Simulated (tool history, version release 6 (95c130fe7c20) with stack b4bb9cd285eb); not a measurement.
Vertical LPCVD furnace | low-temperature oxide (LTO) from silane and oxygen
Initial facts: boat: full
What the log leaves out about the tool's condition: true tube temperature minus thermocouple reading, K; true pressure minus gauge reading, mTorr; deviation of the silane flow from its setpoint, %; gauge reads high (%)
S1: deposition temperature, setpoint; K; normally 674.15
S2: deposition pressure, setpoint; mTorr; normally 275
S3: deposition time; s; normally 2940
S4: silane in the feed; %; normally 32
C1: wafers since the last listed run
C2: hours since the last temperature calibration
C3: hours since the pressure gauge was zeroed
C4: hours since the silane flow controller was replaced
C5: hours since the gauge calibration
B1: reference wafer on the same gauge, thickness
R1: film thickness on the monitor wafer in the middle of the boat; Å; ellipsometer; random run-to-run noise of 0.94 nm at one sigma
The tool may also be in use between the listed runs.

run     day      S1   S2    S3  S4   C1      C2      C3      C4     C5      B1      R1
  1   0.000  674.15  275  2940  34    0  3481.4  1659.2  6599.0   15.7  386.16  4373.4
      1.833  -- silane flow controller replaced
  2   2.229  674.15  275  2940  34  403  3534.9  1712.7     9.5   69.2  385.92  4370.8
      3.800  -- pressure gauge zeroed
      4.054  -- thermocouples replaced and temperature profile calibrated
  3   4.075  674.15  275  2940  32  194     0.5     6.6    53.8  113.5  386.07  4008.4
  4   4.300  674.15  275  2940  32   73     5.9    12.0    59.2  118.9  385.89  4012.2
  5   4.529  674.15  275  2940  32   75    11.4    17.5    64.7  124.4  385.99  4033.0
  6   5.292  674.15  275  2940  32  250    29.7    35.8    83.0  142.7  385.79  4009.9
  7   5.692  674.15  275  2940  32  131    39.3    45.4    92.6  152.3  385.81  4000.1
  8   6.217  674.15  275  2940  32  172    51.9    58.0   105.2  164.9  385.70  4012.5
  9   6.729  674.15  275  2940  32  168    64.2    70.3   117.5  177.2  385.69  4003.9
 10   7.238  674.15  275  4050  32  166    76.4    82.5   129.7  189.4  386.13  5540.2
 11   8.017  674.15  225  1950  32  255    95.1   101.2   148.4  208.1  385.97  2174.9
 12   8.467  674.15  245  2940  37  147   105.9   112.0   159.2  218.9  385.61  4320.1
 13   9.162  669.15  275  1980  32  228   122.6   128.7   175.9  235.6  385.74  2528.0
 14  10.075  674.15  325  3810  32  299   144.5   150.6   197.8  257.5  385.99  6152.4
 15  10.883  674.15  275  2940  32  265   163.9   170.0   217.2  276.9  386.03  4013.9
 16  11.883  674.15  275  2940  37  328   187.9   194.0   241.2  300.9  385.82  4857.6
 17  12.338  674.15  225  1950  32  149   198.8   204.9   252.1  311.8  385.71  2166.1
 18  12.867  674.15  330  2940  28  173   211.5   217.6   264.8  324.5  386.45  3951.4
 19  13.583  674.15  330  3660  36  235   228.7   234.8   282.0  341.7  385.96  7014.5
 20  14.671  674.15  275  2940  32  357   254.8   260.9   308.1  367.8  385.74  3992.6
 21  15.317  684.15  325  1950  32  212   270.3   276.4   323.6  383.3  385.68  3521.1
 22  16.196  674.15  275  4080  29  288   291.4   297.5   344.7  404.4  385.94  4809.0
 23  17.142  666.15  275  2550  32  310   314.1   320.2   367.4  427.1  386.02  3150.3
 24  17.804  674.15  240  2940  32  217   330.0   336.1   383.3  443.0  386.24  3472.7
 25  18.375  674.15  240  2940  32  187   343.7   349.8   397.0  456.7  386.13  3467.9
 26  18.762  674.15  275  2280  32  127   353.0   359.1   406.3  466.0  386.15  3087.8
 27  19.721  674.15  275  2940  32  314   376.0   382.1   429.3  489.0  386.10  3978.9
 28  20.512  674.15  275  3390  29  260   395.0   401.1   448.3  508.0  385.97  3976.0
 29  20.875  674.15  275  1920  32  119   403.7   409.8   457.0  516.7  385.87  2599.0
 30  21.796  664.15  275  3450  32  302   425.8   431.9   479.1  538.8  386.17  4155.2
 31  22.400  674.15  250  2940  27  198   440.3   446.4   493.6  553.3  386.06  2820.0
 32  23.296  674.15  245  2940  32  294   461.8   467.9   515.1  574.8  385.95  3537.1

Below are 3 alternative next runs, each starting from the tool's condition after run 32. Predict each:
  A  23.525  674.15  275  2940  32  75  467.3  473.4  520.6  580.3   ?   ?
  B  23.525  674.15  275  3510  26  75  467.3  473.4  520.6  580.3   ?   ?
  C  23.525  674.15  340  2940  32  75  467.3  473.4  520.6  580.3   ?   ?

run      B1      R1
  A  386.13  3987.9
  B  386.13  3501.6
  C  386.13  4952.5
Without the tool's hidden state the same runs would have given:
run      R1
  A  3986.0
  B  3496.2
  C  4928.2

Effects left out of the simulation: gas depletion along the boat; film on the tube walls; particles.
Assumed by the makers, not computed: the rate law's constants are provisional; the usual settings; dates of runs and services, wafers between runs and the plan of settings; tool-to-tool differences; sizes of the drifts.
